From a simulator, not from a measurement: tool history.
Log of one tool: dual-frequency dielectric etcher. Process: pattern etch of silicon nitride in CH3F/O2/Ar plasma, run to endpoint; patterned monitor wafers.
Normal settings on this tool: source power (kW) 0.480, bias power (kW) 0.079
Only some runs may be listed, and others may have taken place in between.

run	hour	source power (kW)	bias power (kW)	incoming incoming film thickness, nm	endpoint time (s)
1	0.0	0.480	0.079	30.71	40.6
2	38.2	0.430	0.079	30.59	43.2
3	105.2	0.430	0.079	30.23	42.7
4	184.3	0.480	0.079	30.52	40.2
# hour 231.0: wet clean of the chamber
5	262.8	0.480	0.079	30.65	41.6
6	323.0	0.480	0.073	30.48	41.9
7	371.3	0.520	0.079	30.45	39.2
8	418.2	0.480	0.079	30.23	40.7
9	497.8	0.480	0.079	30.74	41.2
10	582.2	0.480	0.079	30.68	40.6
11	677.0	0.480	0.079	30.50	40.5
# hour 882.9: bias power generator calibrated
# hour 961.9: wet clean of the chamber
12	962.4	0.480	0.079	30.74	41.8
13	1037.7	0.480	0.079	30.71	41.4
14	1143.2	0.480	0.079	30.39	40.8
15	1196.0	0.480	0.079	30.31	40.6
16	1276.5	0.450	0.079	30.39	42.1
17	1336.9	0.480	0.079	30.31	40.1
18	1416.5	0.550	0.062	30.21	38.4
# hour 1485.8: upper electrode replaced
19	1486.3	0.420	0.065	30.50	45.4
20	1557.6	0.480	0.079	30.42	40.2
# hour 1641.2: wet clean of the chamber
21	1641.7	0.370	0.079	30.67	49.6
22	1709.9	0.400	0.079	30.52	46.2
23	1765.7	0.480	0.095	30.51	39.6
24	1816.5	0.370	0.071	30.80	50.3
25	1902.0	0.550	0.092	30.66	36.5
26	1961.6	0.540	0.098	30.56	36.2
27	2062.6	0.570	0.079	30.44	36.7
28	2115.1	0.480	0.087	30.41	39.5
# hour 2155.6: source power generator calibrated
29	2157.5	0.580	0.089	30.83	36.6
# hour 2264.7: wet clean of the chamber
30	2265.2	0.580	0.069	30.50	39.5
31	2346.7	0.390	0.090	30.53	47.0
32	2656.6	0.480	0.079	30.65	41.9
33	2709.5	0.400	0.079	30.23	46.0
34	2790.1	0.480	0.079	30.55	41.1
# hour 2878.1: wet clean of the chamber
35	2878.6	0.580	0.089	30.44	36.7
36	2912.3	0.480	0.079	30.53	42.2

State the hidden condition of the tool at each of the runs:
bias power that arrives over what is set, %: 0 at every run
H1: etch rate over this chamber's usual, %
H2: source power that arrives over what is set, %
run	H1	H2
1	2.68	4.25
2	2.88	4.26
3	3.23	4.29
4	3.65	4.32
5	0.625	4.35
6	0.941	4.37
7	1.19	4.38
8	1.44	4.4
9	1.86	4.42
10	2.3	4.44
11	2.8	4.47
12	0.162	4.54
13	0.557	4.55
14	1.11	4.58
15	1.39	4.59
16	1.81	4.6
17	2.13	4.61
18	2.54	4.63
19	2.91	4.64
20	3.28	4.65
21	0.0989	4.66
22	0.457	4.67
23	0.749	4.68
24	1.02	4.69
25	1.46	4.7
26	1.78	4.7
27	2.31	4.72
28	2.58	4.72
29	2.8	0.401
30	-0.597	0.731
31	-0.17	0.966
32	1.46	1.76
33	1.73	1.89
34	2.16	2.06
35	0.0612	2.25
36	0.238	2.32
